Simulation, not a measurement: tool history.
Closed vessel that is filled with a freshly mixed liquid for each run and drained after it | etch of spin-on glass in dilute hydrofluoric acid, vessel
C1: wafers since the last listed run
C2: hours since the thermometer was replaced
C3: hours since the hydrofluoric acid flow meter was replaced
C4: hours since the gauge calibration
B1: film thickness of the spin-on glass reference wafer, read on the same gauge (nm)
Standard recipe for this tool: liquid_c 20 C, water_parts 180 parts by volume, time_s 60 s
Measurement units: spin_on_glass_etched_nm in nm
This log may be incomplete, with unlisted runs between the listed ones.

run 1 day=0 | liquid_c=20 water_parts=180 time_s=60 | C1=0 C2=1886.5 C3=1992.8 C4=314.1 | B1=91.75 | spin_on_glass_etched_nm=11.25
run 2 day=2.662 | liquid_c=20 water_parts=180 time_s=60 | C1=4551 C2=1950.4 C3=2056.7 C4=378 | B1=91.86 | spin_on_glass_etched_nm=11.23
run 3 day=4.429 | liquid_c=20 water_parts=180 time_s=60 | C1=3019 C2=1992.8 C3=2099.1 C4=420.4 | B1=91.9 | spin_on_glass_etched_nm=11.23
run 4 day=5.45 | liquid_c=20 water_parts=180 time_s=60 | C1=1744 C2=2017.3 C3=2123.6 C4=444.9 | B1=91.95 | spin_on_glass_etched_nm=11.21
run 5 day=6.558 | liquid_c=20 water_parts=180 time_s=60 | C1=1894 C2=2043.9 C3=2150.2 C4=471.5 | B1=91.98 | spin_on_glass_etched_nm=11.34
-- day=8.7 hydrofluoric acid flow meter replaced
run 6 day=8.812 | liquid_c=20 water_parts=180 time_s=60 | C1=3781 C2=2098 C3=2.7 C4=525.6 | B1=91.99 | spin_on_glass_etched_nm=11.16
run 7 day=9.883 | liquid_c=20 water_parts=180 time_s=55 | C1=1830 C2=2123.7 C3=28.4 C4=551.3 | B1=92.03 | spin_on_glass_etched_nm=10.28
-- day=11.117 gauge calibrated
-- day=11.875 thermometer replaced
run 8 day=12.804 | liquid_c=20 water_parts=120 time_s=60 | C1=4921 C2=22.3 C3=98.5 C4=40.5 | B1=90.32 | spin_on_glass_etched_nm=17.88
run 9 day=15.342 | liquid_c=20 water_parts=180 time_s=60 | C1=4337 C2=83.2 C3=159.4 C4=101.4 | B1=90.79 | spin_on_glass_etched_nm=11.06
run 10 day=17.504 | liquid_c=17 water_parts=210 time_s=80 | C1=3696 C2=135.1 C3=211.3 C4=153.3 | B1=91.09 | spin_on_glass_etched_nm=10.93
run 11 day=18.846 | liquid_c=20 water_parts=180 time_s=60 | C1=2293 C2=167.3 C3=243.5 C4=185.5 | B1=91.24 | spin_on_glass_etched_nm=11.09
run 12 day=20.15 | liquid_c=17.5 water_parts=265 time_s=50 | C1=2229 C2=198.6 C3=274.8 C4=216.8 | B1=91.34 | spin_on_glass_etched_nm=5.27
run 13 day=21.408 | liquid_c=18 water_parts=180 time_s=60 | C1=2150 C2=228.8 C3=305 C4=247 | B1=91.43 | spin_on_glass_etched_nm=10.35
run 14 day=23.912 | liquid_c=22.5 water_parts=180 time_s=90 | C1=4280 C2=288.9 C3=365.1 C4=307.1 | B1=91.57 | spin_on_glass_etched_nm=18.49
run 15 day=25.638 | liquid_c=22 water_parts=180 time_s=70 | C1=2948 C2=330.3 C3=406.5 C4=348.5 | B1=91.64 | spin_on_glass_etched_nm=13.93

What if the next run were any one of these 5? Each begins from the tool's condition after run 15:
run A day=25.667 | liquid_c=20 water_parts=215 time_s=60 | C1=49 C2=331 C3=407.2 C4=349.2 | B1=? | spin_on_glass_etched_nm=?
run B day=25.667 | liquid_c=23 water_parts=130 time_s=75 | C1=49 C2=331 C3=407.2 C4=349.2 | B1=? | spin_on_glass_etched_nm=?
run C day=25.667 | liquid_c=20 water_parts=125 time_s=60 | C1=49 C2=331 C3=407.2 C4=349.2 | B1=? | spin_on_glass_etched_nm=?
run D day=25.667 | liquid_c=18 water_parts=95 time_s=95 | C1=49 C2=331 C3=407.2 C4=349.2 | B1=? | spin_on_glass_etched_nm=?
run E day=25.667 | liquid_c=23 water_parts=95 time_s=35 | C1=49 C2=331 C3=407.2 C4=349.2 | B1=? | spin_on_glass_etched_nm=?

run=A B1=91.67 spin_on_glass_etched_nm=9.09
run=B B1=91.67 spin_on_glass_etched_nm=23.07
run=C B1=91.67 spin_on_glass_etched_nm=17.13
run=D B1=91.67 spin_on_glass_etched_nm=33.94
run=E B1=91.67 spin_on_glass_etched_nm=15.35
With no hidden state in the tool, these same runs would have given:
run=A spin_on_glass_etched_nm=8.92
run=B spin_on_glass_etched_nm=22.65
run=C spin_on_glass_etched_nm=16.82
run=D spin_on_glass_etched_nm=33.33
run=E spin_on_glass_etched_nm=15.07
